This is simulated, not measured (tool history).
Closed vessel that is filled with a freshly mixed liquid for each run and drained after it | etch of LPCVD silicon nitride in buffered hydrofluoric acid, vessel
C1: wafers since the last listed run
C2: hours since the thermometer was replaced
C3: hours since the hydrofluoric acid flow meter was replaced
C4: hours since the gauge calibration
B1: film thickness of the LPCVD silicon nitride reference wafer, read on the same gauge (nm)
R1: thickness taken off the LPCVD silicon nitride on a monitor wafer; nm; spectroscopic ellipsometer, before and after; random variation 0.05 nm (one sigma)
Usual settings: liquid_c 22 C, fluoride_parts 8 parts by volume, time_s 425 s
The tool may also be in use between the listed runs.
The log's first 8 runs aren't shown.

run 9 hour=260.2 | liquid_c=22 fluoride_parts=8 time_s=425 | C1=3373 C2=1129.9 C3=895.4 C4=614.4 | B1=40.93 | R1=7.09
-- hour=274.9 thermometer replaced
run 10 hour=349.7 | liquid_c=22 fluoride_parts=8 time_s=425 | C1=9272 C2=74.8 C3=984.9 C4=703.9 | B1=41.05 | R1=7.14
-- hour=350.5 gauge calibrated
run 11 hour=362 | liquid_c=22 fluoride_parts=8 time_s=425 | C1=1288 C2=87.1 C3=997.2 C4=11.5 | B1=39.85 | R1=6.84
run 12 hour=392.2 | liquid_c=22 fluoride_parts=8 time_s=425 | C1=3164 C2=117.3 C3=1027.4 C4=41.7 | B1=39.87 | R1=6.9
run 13 hour=410.2 | liquid_c=22 fluoride_parts=8 time_s=620 | C1=1885 C2=135.3 C3=1045.4 C4=59.7 | B1=39.93 | R1=9.92
run 14 hour=435.1 | liquid_c=26.5 fluoride_parts=7 time_s=560 | C1=2608 C2=160.2 C3=1070.3 C4=84.6 | B1=39.94 | R1=13.53
run 15 hour=453.1 | liquid_c=18 fluoride_parts=8 time_s=620 | C1=1885 C2=178.2 C3=1088.3 C4=102.6 | B1=39.96 | R1=8.06
run 16 hour=465.6 | liquid_c=22 fluoride_parts=8 time_s=425 | C1=1309 C2=190.7 C3=1100.8 C4=115.1 | B1=40.02 | R1=7.02

Run 17 comes next. What will it give?
run 17 hour=488.2 | liquid_c=22 fluoride_parts=8 time_s=625 | C1=2367 C2=213.3 C3=1123.4 C4=137.7 | B1=? | R1=?

B1: 40.05
R1: 10.28 nm
Without the tool's hidden state the same run would have given R1 10.27 nm.
